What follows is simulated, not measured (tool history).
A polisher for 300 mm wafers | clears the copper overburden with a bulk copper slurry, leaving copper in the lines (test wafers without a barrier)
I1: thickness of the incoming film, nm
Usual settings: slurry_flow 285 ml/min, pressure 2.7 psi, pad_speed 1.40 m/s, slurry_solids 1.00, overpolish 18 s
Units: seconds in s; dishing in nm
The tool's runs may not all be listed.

run 1 hour=0.0 | slurry_flow=285 pressure=2.5 pad_speed=1.40 slurry_solids=1.00 overpolish=18 | I1=1032.4 | seconds=84.4 dishing=64.7
run 2 hour=34.0 | slurry_flow=285 pressure=2.7 pad_speed=1.40 slurry_solids=1.00 overpolish=18 | I1=1028.5 | seconds=78.9 dishing=67.3
-- hour=77.5 slurry blender recalibrated
run 3 hour=89.8 | slurry_flow=285 pressure=2.7 pad_speed=1.40 slurry_solids=1.00 overpolish=18 | I1=1031.4 | seconds=79.8 dishing=67.4
-- hour=146.0 worn pad replaced by a new one
run 4 hour=146.5 | slurry_flow=285 pressure=2.7 pad_speed=1.40 slurry_solids=1.00 overpolish=18 | I1=1009.4 | seconds=79.0 dishing=66.3
-- hour=176.2 slurry nozzle cleaned
run 5 hour=214.0 | slurry_flow=285 pressure=2.7 pad_speed=1.40 slurry_solids=1.00 overpolish=18 | I1=1012.8 | seconds=76.3 dishing=66.5
run 6 hour=271.8 | slurry_flow=285 pressure=2.3 pad_speed=1.40 slurry_solids=1.00 overpolish=18 | I1=1020.4 | seconds=90.8 dishing=62.0
-- hour=286.4 head pressure recalibrated
run 7 hour=335.2 | slurry_flow=285 pressure=2.3 pad_speed=1.40 slurry_solids=1.00 overpolish=18 | I1=1014.6 | seconds=89.6 dishing=62.9
run 8 hour=382.1 | slurry_flow=285 pressure=2.7 pad_speed=1.40 slurry_solids=1.00 overpolish=18 | I1=1031.8 | seconds=77.5 dishing=67.7
-- hour=431.4 slurry blender recalibrated
run 9 hour=448.6 | slurry_flow=285 pressure=2.7 pad_speed=1.40 slurry_solids=1.00 overpolish=18 | I1=1021.0 | seconds=77.7 dishing=66.7
run 10 hour=509.5 | slurry_flow=285 pressure=2.7 pad_speed=1.40 slurry_solids=0.75 overpolish=18 | I1=1011.2 | seconds=80.8 dishing=67.4
-- hour=525.9 worn pad replaced by a new one
run 11 hour=589.7 | slurry_flow=285 pressure=2.7 pad_speed=1.40 slurry_solids=1.00 overpolish=18 | I1=1018.5 | seconds=77.9 dishing=67.2
run 12 hour=614.5 | slurry_flow=360 pressure=2.7 pad_speed=1.64 slurry_solids=1.25 overpolish=27 | I1=1014.3 | seconds=62.9 dishing=73.8
run 13 hour=672.3 | slurry_flow=285 pressure=2.7 pad_speed=1.40 slurry_solids=1.00 overpolish=18 | I1=1027.9 | seconds=79.4 dishing=66.7
-- hour=707.7 slurry nozzle cleaned
run 14 hour=709.6 | slurry_flow=285 pressure=2.7 pad_speed=1.40 slurry_solids=1.00 overpolish=18 | I1=1026.6 | seconds=76.9 dishing=66.9
run 15 hour=766.7 | slurry_flow=285 pressure=2.7 pad_speed=1.40 slurry_solids=1.00 overpolish=18 | I1=1016.1 | seconds=76.1 dishing=65.7
-- hour=806.3 slurry blender recalibrated
run 16 hour=820.7 | slurry_flow=285 pressure=3.5 pad_speed=1.82 slurry_solids=0.75 overpolish=26 | I1=1028.7 | seconds=50.3 dishing=75.7
-- hour=868.4 worn pad replaced by a new one
run 17 hour=891.5 | slurry_flow=240 pressure=2.7 pad_speed=1.00 slurry_solids=0.90 overpolish=18 | I1=1042.1 | seconds=108.3 dishing=59.9
run 18 hour=957.3 | slurry_flow=285 pressure=3.1 pad_speed=1.40 slurry_solids=1.00 overpolish=18 | I1=1023.6 | seconds=67.3 dishing=69.2
-- hour=962.3 head pressure recalibrated
run 19 hour=983.5 | slurry_flow=355 pressure=2.7 pad_speed=1.40 slurry_solids=1.25 overpolish=18 | I1=1005.5 | seconds=71.9 dishing=66.9
run 20 hour=1065.3 | slurry_flow=250 pressure=2.7 pad_speed=1.40 slurry_solids=1.20 overpolish=8 | I1=1040.2 | seconds=78.4 dishing=49.0
run 21 hour=1090.1 | slurry_flow=315 pressure=2.7 pad_speed=1.00 slurry_solids=0.85 overpolish=7 | I1=1025.9 | seconds=103.6 dishing=37.0
run 22 hour=1153.8 | slurry_flow=355 pressure=2.7 pad_speed=1.40 slurry_solids=1.25 overpolish=18 | I1=1033.7 | seconds=75.2 dishing=66.6
-- hour=1188.5 slurry blender recalibrated
run 23 hour=1192.1 | slurry_flow=355 pressure=2.7 pad_speed=1.40 slurry_solids=1.25 overpolish=18 | I1=1017.7 | seconds=73.0 dishing=67.3
run 24 hour=1219.8 | slurry_flow=285 pressure=2.7 pad_speed=1.40 slurry_solids=0.75 overpolish=25 | I1=1015.1 | seconds=83.3 dishing=70.4
-- hour=1229.6 slurry nozzle cleaned
-- hour=1241.5 worn pad replaced by a new one
run 25 hour=1262.0 | slurry_flow=380 pressure=2.7 pad_speed=1.40 slurry_solids=1.00 overpolish=18 | I1=998.0 | seconds=72.2 dishing=68.7
run 26 hour=1327.1 | slurry_flow=285 pressure=2.7 pad_speed=1.40 slurry_solids=1.30 overpolish=18 | I1=1022.5 | seconds=73.7 dishing=68.0
run 27 hour=1509.7 | slurry_flow=285 pressure=2.7 pad_speed=1.40 slurry_solids=1.00 overpolish=18 | I1=1032.6 | seconds=78.4 dishing=65.6

Hidden state or all else? Some run-to-run changes of seconds, split into what the settings, what came in and random variation would give without the hidden state, and what is left for the hidden state (with any gauge scatter that isn't in both results):
The hidden state here: removal rate lost through wear of the pad, %; slurry flow missing at the pad, %; deviation of the head's pressure from its setpoint, %; abrasive missing from the slurry, %.
Run 4 -> 5: slurry nozzle cleaned. seconds -2.7 s: hidden state -3.9, all else +1.2.
Run 16 -> 17: slurry_flow 285 -> 240, pressure 3.5 -> 2.7, pad_speed 1.82 -> 1.00, slurry_solids 0.75 -> 0.90, overpolish 26 -> 18, worn pad replaced by a new one. seconds +58.0 s: hidden state +0.7, all else +57.3.
Run 17 -> 18: slurry_flow 240 -> 285, pressure 2.7 -> 3.1, pad_speed 1.00 -> 1.40, slurry_solids 0.90 -> 1.00. seconds -41.0 s: hidden state -0.2, all else -40.8.
Run 24 -> 25: slurry_flow 285 -> 380, slurry_solids 0.75 -> 1.00, overpolish 25 -> 18, slurry nozzle cleaned, worn pad replaced by a new one. seconds -11.1 s: hidden state -3.8, all else -7.3.
